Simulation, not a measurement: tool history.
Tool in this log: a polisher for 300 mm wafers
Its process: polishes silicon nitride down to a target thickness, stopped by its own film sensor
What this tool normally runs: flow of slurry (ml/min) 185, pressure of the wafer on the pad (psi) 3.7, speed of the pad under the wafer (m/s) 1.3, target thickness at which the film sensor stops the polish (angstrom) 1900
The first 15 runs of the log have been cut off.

| run | day | flow of slurry (ml/min) | pressure of the wafer on the pad (psi) | speed of the pad under the wafer (m/s) | target thickness at which the film sensor stops the polish (angstrom) | incoming thickness of the incoming film, nm | time until the film sensor stopped the polish (s) |
|---|---|---|---|---|---|---|---|
|  | 43.983 | head pressure recalibrated |
| 16 | 44.329 | 185 | 3.7 | 1.48 | 2230 | 398.8 | 71.8 |
|  | 46.712 | worn pad replaced by a new one |
| 17 | 46.733 | 185 | 3.7 | 1.3 | 1900 | 404.3 | 93.6 |
|  | 47.721 | slurry nozzle cleaned |
| 18 | 48.779 | 185 | 3.7 | 1.3 | 1900 | 399.7 | 90.9 |
| 19 | 52.479 | 185 | 3.7 | 1.3 | 2160 | 391 | 77.4 |
| 20 | 54.171 | 185 | 3.7 | 1.3 | 1620 | 398.7 | 108.1 |
| 21 | 56.462 | 185 | 3.7 | 1.3 | 1290 | 400.4 | 125.6 |
| 22 | 60.658 | 185 | 3.7 | 1.3 | 1900 | 396.5 | 96.4 |
| 23 | 63.579 | 155 | 4.5 | 1.72 | 1530 | 396.5 | 80.4 |
| 24 | 67.458 | 215 | 4.7 | 0.84 | 1900 | 397.2 | 110.9 |
| 25 | 69.012 | 185 | 3.7 | 1.3 | 2150 | 398.8 | 89 |
|  | 72.671 | head pressure recalibrated |
|  | 76.329 | worn pad replaced by a new one |
| 26 | 78.975 | 185 | 2.6 | 1.74 | 1660 | 405.5 | 116.8 |
|  | 79.317 | slurry nozzle cleaned |
| 27 | 81.671 | 185 | 4.5 | 1.08 | 1900 | 400.1 | 90.8 |
| 28 | 85.646 | 230 | 3.1 | 1.3 | 1900 | 403.8 | 112.4 |
| 29 | 89.775 | 185 | 2.5 | 1.3 | 1410 | 408.1 | 178.6 |
| 30 | 93.671 | 160 | 3.7 | 1.52 | 1900 | 399 | 88.8 |
| 31 | 97.392 | 185 | 3.7 | 1.3 | 1900 | 394.2 | 98.7 |
|  | 98.462 | head pressure recalibrated |
| 32 | 101.817 | 125 | 3.7 | 1.3 | 1900 | 400.5 | 102.6 |
|  | 103.617 | worn pad replaced by a new one |
| 33 | 104.521 | 225 | 3.7 | 1.3 | 1340 | 401.2 | 115.8 |
| 34 | 106.429 | 150 | 3.7 | 1.3 | 1900 | 398.9 | 96.3 |

Run 35 has not been measured yet. What should we expect?
|  | 109.646 | slurry nozzle cleaned |
| 35 | 110.775 | 185 | 4 | 1.3 | 1900 | 401.5 | ? |

Run 35 came out at time until the film sensor stopped the polish (s) 88.1.
With no hidden state in the tool, this same run would have given time until the film sensor stopped the polish (s) 81.4.
